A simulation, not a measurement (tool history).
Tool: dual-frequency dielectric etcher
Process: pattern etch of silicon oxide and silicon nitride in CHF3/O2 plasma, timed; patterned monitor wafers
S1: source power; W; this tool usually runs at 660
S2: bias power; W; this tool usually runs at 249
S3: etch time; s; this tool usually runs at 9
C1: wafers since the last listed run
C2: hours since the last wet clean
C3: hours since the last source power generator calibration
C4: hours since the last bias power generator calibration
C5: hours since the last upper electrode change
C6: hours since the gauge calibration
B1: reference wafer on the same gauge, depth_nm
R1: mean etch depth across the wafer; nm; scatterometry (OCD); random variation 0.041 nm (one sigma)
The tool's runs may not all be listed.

run	hour	S1	S2	S3	C1	C2	C3	C4	C5	C6	B1	R1
1	0	660	249	9	0	64.6	3332.2	3039	2226.2	40.7	13.29	15.05
2	21.9	660	249	9	302	86.5	3354.1	3060.9	2248.1	62.6	13.29	15.05
3	56.2	660	249	9	473	120.8	3388.4	3095.2	2282.4	96.9	13.31	15.11
4	89.8	660	249	9	463	154.4	3422	3128.8	2316	130.5	13.29	15.16
5	119.3	660	249	9	407	183.9	3451.5	3158.3	2345.5	160	13.27	15.27
6	132.3	660	200	10.5	179	196.9	3464.5	3171.3	2358.5	173	13.31	15.72
7	153.3	660	200	10.5	289	217.9	3485.5	3192.3	2379.5	194	13.29	15.76
8	189.2	660	200	10.5	495	253.8	3521.4	3228.2	2415.4	229.9	13.29	15.73
9	202.7	660	249	9	186	267.3	3534.9	3241.7	2428.9	243.4	13.31	15.37
# hour 231.6: source power generator calibrated
10	236.9	510	249	9	416	301.5	5.3	3275.9	2463.1	277.6	13.27	14.04
# hour 261.8: bias power generator calibrated
11	267.8	760	303	10	371	332.4	36.2	6	2494	308.5	13.31	20.04
# hour 299: upper electrode replaced
# hour 300.7: wet clean of the chamber
12	301.2	600	249	10	105	0.5	69.6	39.4	2.2	341.9	13.29	15.92
# hour 320.4: gauge calibrated
13	336	660	249	9	480	35.3	104.4	74.2	37	15.6	13.29	14.85
14	355.1	750	191	9	263	54.4	123.5	93.3	56.1	34.7	13.3	13.5
15	383.4	660	249	9	390	82.7	151.8	121.6	84.4	63	13.31	14.98
16	404.1	660	249	6.5	285	103.4	172.5	142.3	105.1	83.7	13.29	10.84
17	416.5	660	196	9	171	115.8	184.9	154.7	117.5	96.1	13.32	13.06
18	437.9	660	249	9	295	137.2	206.3	176.1	138.9	117.5	13.31	15
19	457.8	710	290	9	274	157.1	226.2	196	158.8	137.4	13.29	16.8

State the hidden condition of the tool at each of the runs:
source power that arrives over what is set, %: 0 in every run
bias power that arrives over what is set, %: 0 in every run
gauge reads high (%): 0 in every run
H1: etch rate over this chamber's usual, %
run	H1
1	0.764
2	0.965
3	1.28
4	1.59
5	1.86
6	1.98
7	2.17
8	2.5
9	2.63
10	2.94
11	3.22
12	-0.651
13	-0.331
14	-0.156
15	0.104
16	0.295
17	0.409
18	0.605
19	0.788
